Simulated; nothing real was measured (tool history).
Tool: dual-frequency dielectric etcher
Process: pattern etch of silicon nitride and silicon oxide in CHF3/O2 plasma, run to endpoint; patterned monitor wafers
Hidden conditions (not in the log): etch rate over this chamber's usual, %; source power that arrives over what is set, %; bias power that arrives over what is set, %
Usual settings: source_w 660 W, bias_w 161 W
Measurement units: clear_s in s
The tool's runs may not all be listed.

run     day  source_w  bias_w  wafers since the last listed run  hours since the last wet clean  hours since the last source power generator calibration  hours since the last bias power generator calibration  hours since the last upper electrode change  incoming incoming film thickness, nm  clear_s
  1       0       660     188                                 0                           139.3                                                   3797.1                                                   3907                                         4678                                 210.9      147
  2   0.292       660     161                                34                           146.3                                                   3804.1                                                   3914                                         4685                                 210.7    157.2
  3   0.775       660     161                                56                           157.9                                                   3815.7                                                 3925.6                                       4696.6                                 211.4    159.9
  4   1.217       660     161                                51                           168.5                                                   3826.3                                                 3936.2                                       4707.2                                 210.9    157.6
  5   2.271       660     161                               123                           193.8                                                   3851.6                                                 3961.5                                       4732.5                                 212.9    158.5
  6     4.2       660     161                               225                           240.1                                                   3897.9                                                 4007.8                                       4778.8                                 209.4    157.6
  7   4.679       660     161                                55                           251.6                                                   3909.4                                                 4019.3                                       4790.3                                 210.7    159.1
  8   5.088       560     144                                47                           261.4                                                   3919.2                                                 4029.1                                       4800.1                                 212.2    176.1
  9   5.783       560     144                                81                           278.1                                                   3935.9                                                 4045.8                                       4816.8                                 211.6    175.6
 10   6.158       560     144                                43                           287.1                                                   3944.9                                                 4054.8                                       4825.8                                 213.3    175.8
      7.304  -- upper electrode replaced
 11   7.325       660     161                                19                           315.1                                                   3972.9                                                 4082.8                                          0.5                                 209.4    156.9
 12   7.342       660     161                                 1                           315.5                                                   3973.3                                                 4083.2                                          0.9                                 210.5    157.2
 13   7.633       660     161                                34                           322.5                                                   3980.3                                                 4090.2                                          7.9                                 212.5    159.8
 14   8.354       660     161                                84                           339.8                                                   3997.6                                                 4107.5                                         25.2                                 211.1    159.3
      8.904  -- bias power generator calibrated
 15   8.962       660     161                                51                           354.4                                                   4012.2                                                    1.4                                         39.8                                 211.9    158.7
 16   9.225       520     143                                30                           360.7                                                   4018.5                                                    7.7                                         46.1                                 211.9      179
     10.471  -- source power generator calibrated
       10.7  -- wet clean of the chamber
 17  10.721       510     201                               128                             0.5                                                        6                                                   43.6                                           82                                 209.6    153.5
 18  10.733       660     161                                 1                             0.8                                                      6.3                                                   43.9                                         82.3                                 211.3    157.6
 19   10.75       570     132                                 1                             1.2                                                      6.7                                                   44.3                                         82.7                                   209    176.4
 20  10.808       660     161                                 6                             2.6                                                      8.1                                                   45.7                                         84.1                                 211.2    157.4
 21  11.388       560     161                                67                            16.5                                                       22                                                   59.6                                           98                                 209.8    164.9
 22  11.696       540     127                                35                            23.9                                                     29.4                                                     67                                        105.4                                 212.4    189.1
 23  11.975       750     176                                32                            30.6                                                     36.1                                                   73.7                                        112.1                                 211.6    148.8
 24  12.283       730     147                                35                              38                                                     43.5                                                   81.1                                        119.5                                 211.9    160.7
 25   12.65       800     146                                42                            46.8                                                     52.3                                                   89.9                                        128.3                                 208.4    153.5
 26  12.992       660     161                                39                              55                                                     60.5                                                   98.1                                        136.5                                 210.5    158.7
 27  13.433       800     178                                51                            65.6                                                     71.1                                                  108.7                                        147.1                                 208.5    140.2
 28  13.829       660     161                                46                            75.1                                                     80.6                                                  118.2                                        156.6                                 211.4    158.4
 29  14.104       660     161                                32                            81.7                                                     87.2                                                  124.8                                        163.2                                 211.7    156.9
 30    14.4       570     149                                34                            88.8                                                     94.3                                                  131.9                                        170.3                                 212.9    175.2

For each entry between runs, how does the tool's hidden state at the last listed run before it compare with that at the first listed run after it?
From run 10 to run 11: upper electrode replaced (day 7.304)
  both runs share identical hidden conditions
From run 14 to run 15: bias power generator calibrated (day 8.904)
  both runs share identical hidden conditions
From run 16 to run 17: source power generator calibrated (day 10.471); wet clean of the chamber (day 10.7)
  both runs share identical hidden conditions

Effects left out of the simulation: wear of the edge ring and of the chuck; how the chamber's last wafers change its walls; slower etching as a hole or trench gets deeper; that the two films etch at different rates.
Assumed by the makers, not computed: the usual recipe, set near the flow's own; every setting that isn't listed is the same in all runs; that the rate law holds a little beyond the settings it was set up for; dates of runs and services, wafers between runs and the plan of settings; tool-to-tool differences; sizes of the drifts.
